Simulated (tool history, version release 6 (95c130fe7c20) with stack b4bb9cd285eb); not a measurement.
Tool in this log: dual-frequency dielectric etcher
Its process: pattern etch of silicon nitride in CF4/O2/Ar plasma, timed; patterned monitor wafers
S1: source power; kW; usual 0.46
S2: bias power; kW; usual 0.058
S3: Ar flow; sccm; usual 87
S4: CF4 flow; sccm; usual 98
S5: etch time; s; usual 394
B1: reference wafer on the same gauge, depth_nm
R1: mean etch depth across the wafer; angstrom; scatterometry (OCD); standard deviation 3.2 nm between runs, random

| run | hour | S1 | S2 | S3 | S4 | S5 | B1 | R1 |
|---|---|---|---|---|---|---|---|---|
| 1 | 0 | 0.46 | 0.058 | 87 | 98 | 394 | 797.4 | 8872 |
|  | 74.3 | wet clean of the chamber |
| 2 | 74.8 | 0.46 | 0.058 | 87 | 98 | 394 | 797.8 | 8397 |
| 3 | 168.8 | 0.46 | 0.058 | 87 | 98 | 394 | 797.1 | 8459 |
| 4 | 251.2 | 0.46 | 0.058 | 87 | 98 | 394 | 796.6 | 8505 |
| 5 | 298.7 | 0.46 | 0.058 | 87 | 98 | 394 | 796.2 | 8473 |
| 6 | 380.5 | 0.46 | 0.058 | 87 | 107 | 394 | 796.3 | 8663 |
| 7 | 466.9 | 0.46 | 0.058 | 87 | 107 | 394 | 797.4 | 8768 |
|  | 564 | upper electrode replaced, of another model than before |
| 8 | 567.9 | 0.46 | 0.058 | 87 | 98 | 435.5 | 797.4 | 9751 |
|  | 618 | Ar flow controller replaced |
|  | 623.7 | gauge calibrated |
|  | 639.2 | CF4 flow controller replaced |
| 9 | 666.7 | 0.46 | 0.072 | 87 | 98 | 394 | 797.2 | 9531 |
|  | 693.1 | wet clean of the chamber |
| 10 | 754 | 0.46 | 0.058 | 87 | 98 | 394 | 797.3 | 8389 |
|  | 784 | source power generator calibrated |
|  | 791 | bias power generator calibrated |
| 11 | 815.8 | 0.56 | 0.058 | 87 | 98 | 394 | 797.7 | 9148 |
| 12 | 865.1 | 0.46 | 0.058 | 87 | 98 | 444.5 | 797.5 | 9646 |
| 13 | 934.2 | 0.46 | 0.058 | 87 | 98 | 394 | 797.4 | 8575 |
| 14 | 1038 | 0.39 | 0.058 | 67 | 83 | 309 | 798.5 | 6466 |

Below are 4 alternative next runs, each starting from the tool's condition after run 14. Predict each:
| A | 1038.5 | 0.46 | 0.068 | 87 | 98 | 394 | ? | ? |
| B | 1038.5 | 0.46 | 0.058 | 87 | 80 | 394 | ? | ? |
| C | 1038.5 | 0.46 | 0.058 | 87 | 98 | 346.5 | ? | ? |
| D | 1038.5 | 0.53 | 0.058 | 87 | 98 | 440.5 | ? | ? |

| run | B1 | R1 |
|---|---|---|
| A | 797.6 | 9125 |
| B | 797.6 | 8466 |
| C | 797.6 | 7598 |
| D | 797.6 | 10212 |
The same runs, with their run-to-run variation unchanged, on a tool lacking any hidden condition would have given:
| run | R1 |
|---|---|
| A | 8857 |
| B | 8218 |
| C | 7375 |
| D | 9912 |

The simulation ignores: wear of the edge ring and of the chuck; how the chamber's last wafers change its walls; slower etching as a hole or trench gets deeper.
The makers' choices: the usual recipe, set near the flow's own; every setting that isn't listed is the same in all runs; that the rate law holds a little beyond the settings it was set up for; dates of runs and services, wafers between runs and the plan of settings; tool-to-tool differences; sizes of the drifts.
